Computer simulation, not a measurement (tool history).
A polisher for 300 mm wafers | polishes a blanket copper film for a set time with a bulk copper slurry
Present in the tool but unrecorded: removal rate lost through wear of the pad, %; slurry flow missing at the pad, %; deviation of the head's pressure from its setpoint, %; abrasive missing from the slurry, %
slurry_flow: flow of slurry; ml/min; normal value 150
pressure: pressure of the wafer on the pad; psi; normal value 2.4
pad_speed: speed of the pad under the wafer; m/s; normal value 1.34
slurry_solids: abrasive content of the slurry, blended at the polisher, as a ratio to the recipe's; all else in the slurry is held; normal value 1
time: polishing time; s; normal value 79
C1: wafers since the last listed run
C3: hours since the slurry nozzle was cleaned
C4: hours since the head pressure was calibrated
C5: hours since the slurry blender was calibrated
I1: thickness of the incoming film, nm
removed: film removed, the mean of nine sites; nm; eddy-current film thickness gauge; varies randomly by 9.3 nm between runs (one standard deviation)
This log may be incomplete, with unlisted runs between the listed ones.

{"run": 1, "hour": 0.0, "slurry_flow": 150, "pressure": 2.4, "pad_speed": 1.34, "slurry_solids": 1, "time": 79, "C1": 0, "wafers polished on this pad": 738, "C3": 272.9, "C4": 769.2, "C5": 270.5, "I1": 3080.8, "removed": 818.3}
{"run": 2, "hour": 10.0, "slurry_flow": 150, "pressure": 2.4, "pad_speed": 1.34, "slurry_solids": 1, "time": 79, "C1": 63, "wafers polished on this pad": 801, "C3": 282.9, "C4": 779.2, "C5": 280.5, "I1": 3115.9, "removed": 799.5}
{"run": 3, "hour": 17.3, "slurry_flow": 150, "pressure": 2.4, "pad_speed": 1.34, "slurry_solids": 1, "time": 79, "C1": 46, "wafers polished on this pad": 848, "C3": 290.2, "C4": 786.5, "C5": 287.8, "I1": 3099.1, "removed": 808.8}
{"hour": 23.7, "done": "worn pad replaced by a new one"}
{"run": 4, "hour": 27.7, "slurry_flow": 150, "pressure": 2.2, "pad_speed": 1.34, "slurry_solids": 1, "time": 79, "C1": 40, "wafers polished on this pad": 25, "C3": 300.6, "C4": 796.9, "C5": 298.2, "I1": 3116, "removed": 764.7}
{"run": 5, "hour": 39.8, "slurry_flow": 150, "pressure": 2.4, "pad_speed": 1.34, "slurry_solids": 1, "time": 79, "C1": 76, "wafers polished on this pad": 102, "C3": 312.7, "C4": 809, "C5": 310.3, "I1": 3100.1, "removed": 830.5}
{"run": 6, "hour": 46.1, "slurry_flow": 150, "pressure": 2.4, "pad_speed": 1.34, "slurry_solids": 1, "time": 79, "C1": 40, "wafers polished on this pad": 142, "C3": 319, "C4": 815.3, "C5": 316.6, "I1": 3076.6, "removed": 803.9}
{"run": 7, "hour": 62.6, "slurry_flow": 150, "pressure": 2.4, "pad_speed": 1.34, "slurry_solids": 1, "time": 79, "C1": 104, "wafers polished on this pad": 247, "C3": 335.5, "C4": 831.8, "C5": 333.1, "I1": 3075.3, "removed": 814.9}
{"run": 8, "hour": 69.7, "slurry_flow": 150, "pressure": 2.4, "pad_speed": 1.34, "slurry_solids": 1, "time": 79, "C1": 45, "wafers polished on this pad": 292, "C3": 342.6, "C4": 838.9, "C5": 340.2, "I1": 3083.5, "removed": 822.9}
{"run": 9, "hour": 87.2, "slurry_flow": 150, "pressure": 2.4, "pad_speed": 1.34, "slurry_solids": 1, "time": 79, "C1": 111, "wafers polished on this pad": 403, "C3": 360.1, "C4": 856.4, "C5": 357.7, "I1": 3074, "removed": 819.3}
{"run": 10, "hour": 100.1, "slurry_flow": 150, "pressure": 2.4, "pad_speed": 1.34, "slurry_solids": 1, "time": 79, "C1": 82, "wafers polished on this pad": 485, "C3": 373, "C4": 869.3, "C5": 370.6, "I1": 3085.3, "removed": 829.3}
{"run": 11, "hour": 116.9, "slurry_flow": 150, "pressure": 2.4, "pad_speed": 1.34, "slurry_solids": 1, "time": 79, "C1": 106, "wafers polished on this pad": 592, "C3": 389.8, "C4": 886.1, "C5": 387.4, "I1": 3100.1, "removed": 821.3}
{"run": 12, "hour": 124.4, "slurry_flow": 150, "pressure": 2.4, "pad_speed": 1.34, "slurry_solids": 1.15, "time": 79, "C1": 47, "wafers polished on this pad": 640, "C3": 397.3, "C4": 893.6, "C5": 394.9, "I1": 3088.8, "removed": 828.4}
{"run": 13, "hour": 131.8, "slurry_flow": 150, "pressure": 3.1, "pad_speed": 1.34, "slurry_solids": 1, "time": 71, "C1": 47, "wafers polished on this pad": 687, "C3": 404.7, "C4": 901, "C5": 402.3, "I1": 3097.5, "removed": 857}
{"hour": 141.4, "done": "slurry blender recalibrated"}
{"run": 14, "hour": 144.5, "slurry_flow": 150, "pressure": 2.4, "pad_speed": 1.34, "slurry_solids": 1, "time": 79, "C1": 68, "wafers polished on this pad": 755, "C3": 417.4, "C4": 913.7, "C5": 3.1, "I1": 3049.2, "removed": 807.8}
{"hour": 148.9, "done": "worn pad replaced by a new one"}
{"run": 15, "hour": 159.4, "slurry_flow": 150, "pressure": 2.4, "pad_speed": 1.54, "slurry_solids": 1, "time": 53, "C1": 69, "wafers polished on this pad": 66, "C3": 432.3, "C4": 928.6, "C5": 18, "I1": 3154.6, "removed": 637.5}
{"hour": 161.5, "done": "slurry nozzle cleaned"}
{"hour": 171.7, "done": "head pressure recalibrated"}
{"run": 16, "hour": 177.0, "slurry_flow": 150, "pressure": 1.9, "pad_speed": 1.34, "slurry_solids": 1, "time": 79, "C1": 92, "wafers polished on this pad": 159, "C3": 15.5, "C4": 5.3, "C5": 35.6, "I1": 3078.1, "removed": 696.8}
{"run": 17, "hour": 192.8, "slurry_flow": 150, "pressure": 2.4, "pad_speed": 1.34, "slurry_solids": 1, "time": 79, "C1": 100, "wafers polished on this pad": 259, "C3": 31.3, "C4": 21.1, "C5": 51.4, "I1": 3085.9, "removed": 838}
{"run": 18, "hour": 205.2, "slurry_flow": 150, "pressure": 2.4, "pad_speed": 1.34, "slurry_solids": 1, "time": 67, "C1": 78, "wafers polished on this pad": 338, "C3": 43.7, "C4": 33.5, "C5": 63.8, "I1": 3039.2, "removed": 690}
{"run": 19, "hour": 220.9, "slurry_flow": 150, "pressure": 2.4, "pad_speed": 1.34, "slurry_solids": 1, "time": 79, "C1": 99, "wafers polished on this pad": 438, "C3": 59.4, "C4": 49.2, "C5": 79.5, "I1": 3092.9, "removed": 802.9}
{"run": 20, "hour": 234.3, "slurry_flow": 150, "pressure": 2.4, "pad_speed": 1.34, "slurry_solids": 1, "time": 79, "C1": 85, "wafers polished on this pad": 523, "C3": 72.8, "C4": 62.6, "C5": 92.9, "I1": 3070.2, "removed": 810.3}
{"run": 21, "hour": 246.7, "slurry_flow": 115, "pressure": 2.4, "pad_speed": 1.34, "slurry_solids": 0.8, "time": 79, "C1": 78, "wafers polished on this pad": 602, "C3": 85.2, "C4": 75, "C5": 105.3, "I1": 3072.8, "removed": 734.7}
{"run": 22, "hour": 252.8, "slurry_flow": 125, "pressure": 2.4, "pad_speed": 1.34, "slurry_solids": 1, "time": 79, "C1": 38, "wafers polished on this pad": 641, "C3": 91.3, "C4": 81.1, "C5": 111.4, "I1": 3117.3, "removed": 790}

Each row is a separate what-if for the run after 22, all from the same tool condition, not one after another. Results?
{"run": "A", "hour": 253.2, "slurry_flow": 150, "pressure": 2.4, "pad_speed": 1.34, "slurry_solids": 1, "time": 79, "C1": 2, "wafers polished on this pad": 644, "C3": 91.7, "C4": 81.5, "C5": 111.8, "I1": 3043.1, "removed": "?"}
{"run": "B", "hour": 253.2, "slurry_flow": 150, "pressure": 2.1, "pad_speed": 1.34, "slurry_solids": 1, "time": 79, "C1": 2, "wafers polished on this pad": 644, "C3": 91.7, "C4": 81.5, "C5": 111.8, "I1": 3043.1, "removed": "?"}
{"run": "C", "hour": 253.2, "slurry_flow": 150, "pressure": 2, "pad_speed": 1.34, "slurry_solids": 1, "time": 103, "C1": 2, "wafers polished on this pad": 644, "C3": 91.7, "C4": 81.5, "C5": 111.8, "I1": 3043.1, "removed": "?"}
{"run": "D", "hour": 253.2, "slurry_flow": 150, "pressure": 2.4, "pad_speed": 1.34, "slurry_solids": 1, "time": 63, "C1": 2, "wafers polished on this pad": 644, "C3": 91.7, "C4": 81.5, "C5": 111.8, "I1": 3043.1, "removed": "?"}

run=A removed=819.7
run=B removed=749.9
run=C removed=947.4
run=D removed=653.7
Without the tool's unlogged condition, the same runs would have read:
run=A removed=819.7
run=B removed=749.9
run=C removed=947.4
run=D removed=653.7

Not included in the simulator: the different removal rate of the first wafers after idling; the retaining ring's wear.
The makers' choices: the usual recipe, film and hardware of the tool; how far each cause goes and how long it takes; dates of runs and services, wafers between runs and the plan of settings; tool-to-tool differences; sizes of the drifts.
